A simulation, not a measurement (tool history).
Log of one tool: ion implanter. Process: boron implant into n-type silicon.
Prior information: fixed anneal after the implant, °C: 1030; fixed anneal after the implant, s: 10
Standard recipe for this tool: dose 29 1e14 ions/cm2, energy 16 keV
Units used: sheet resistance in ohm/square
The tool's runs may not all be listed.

run,day,dose,energy,wafers since the last listed run,hours since the last dose calibration,hours since the extraction supply was calibrated,hours since the gauge calibration,"read-back reference wafer on the same gauge, sheet resistance",sheet resistance
1,0,29,16,0,1177.3,2050.7,967.2,65.31,73.88
2,2.125,29,16,1220,1228.3,2101.7,1018.2,65.27,73.98
3,3.625,29,16,861,1264.3,2137.7,1054.2,65.28,73.71
4,5.467,29,16,1058,1308.5,2181.9,1098.4,65.32,73.76
5,6.546,29,16,620,1334.4,2207.8,1124.3,65.29,73.94
6,8.75,29,16,1266,1387.3,2260.7,1177.2,65.36,74.04
7,11.008,29,16,1297,1441.5,2314.9,1231.4,65.35,73.85
8,12.779,29,16,1017,1484,2357.4,1273.9,65.45,74.23
9,15.088,35.27,16,1326,1539.4,2412.8,1329.3,65.37,71.39
10,16.358,29,16,730,1569.9,2443.3,1359.8,65.4,74.24
11,18.788,24.67,12.5,1395,1628.2,2501.6,1418.1,65.47,88.08
12,20.775,24.67,12.5,1141,1675.9,2549.3,1465.8,65.48,87.9
# day 22.121: extraction supply calibrated
13,23.062,29,16,1122,1730.8,22.6,1520.7,65.41,74.25
14,24.712,29,16,947,1770.4,62.2,1560.3,65.48,74.13
15,27.446,32.66,20,1570,1836,127.8,1625.9,65.49,64.61
16,29.158,34.97,12,983,1877.1,168.9,1667,65.53,84.44
17,32.008,36.5,14,1637,1945.5,237.3,1735.4,65.55,76.71
18,34.183,23.65,16,1249,1997.7,289.5,1787.6,65.57,78.96
19,35.521,23.86,20.5,768,2029.8,321.6,1819.7,65.57,71.57
20,38.342,37.43,19.5,1620,2097.5,389.3,1887.4,65.57,63.56
21,39.529,22.3,14,682,2126,417.8,1915.9,65.49,85.6
22,41.962,29,16,1398,2184.4,476.2,1974.3,65.48,74.09
# day 42.421: Faraday cup replaced and dose calibrated
# day 43.596: gauge calibrated
23,44.112,29,16,1043,40.6,527.8,12.4,63.96,72.52
24,46.558,29,16,1405,99.3,586.5,71.1,64.15,72.8
25,48.138,35.38,12,907,137.2,624.4,109,64.16,83.34
26,50.725,35.27,16,1486,199.3,686.5,171.1,64.27,70.06
27,52.838,29,16,1213,250,737.2,221.8,64.39,72.82
28,55.375,23.58,14,1457,310.9,798.1,282.7,64.37,83.21
29,59.542,34.29,13,2393,410.9,898.1,382.7,64.52,80.08
30,61.808,22.85,21,1302,465.3,952.5,437.1,64.54,71.64
31,63.779,31.57,10.5,1132,512.6,999.8,484.4,64.69,92.52
32,64.888,35.98,13.5,636,539.2,1026.4,511,64.68,77.69
33,66.296,29,14,809,573,1060.2,544.8,64.76,78.93
34,69.183,23.29,11,1658,642.3,1129.5,614.1,64.87,94.71
35,71.412,31.57,10.5,1280,695.8,1183,667.6,64.82,92.74
36,73.804,29,16,1374,753.2,1240.4,725,64.91,73.91
37,75.621,24.4,11,1043,796.8,1284,768.6,64.91,93.83

Here are 4 independent what-if runs from the current tool condition. What would each one return?
A,75.638,29,16,9,797.2,1284.4,769,?,?
B,75.638,31.19,13,9,797.2,1284.4,769,?,?
C,75.638,35.71,14,9,797.2,1284.4,769,?,?
D,75.638,32.91,18,9,797.2,1284.4,769,?,?

run,"read-back reference wafer on the same gauge, sheet resistance",sheet resistance
A,64.93,73.82
B,64.93,81.65
C,64.93,76.65
D,64.93,67.5
Without the tool's hidden state the same runs would have given:
run,sheet resistance
A,72.78
B,80.5
C,75.57
D,66.55
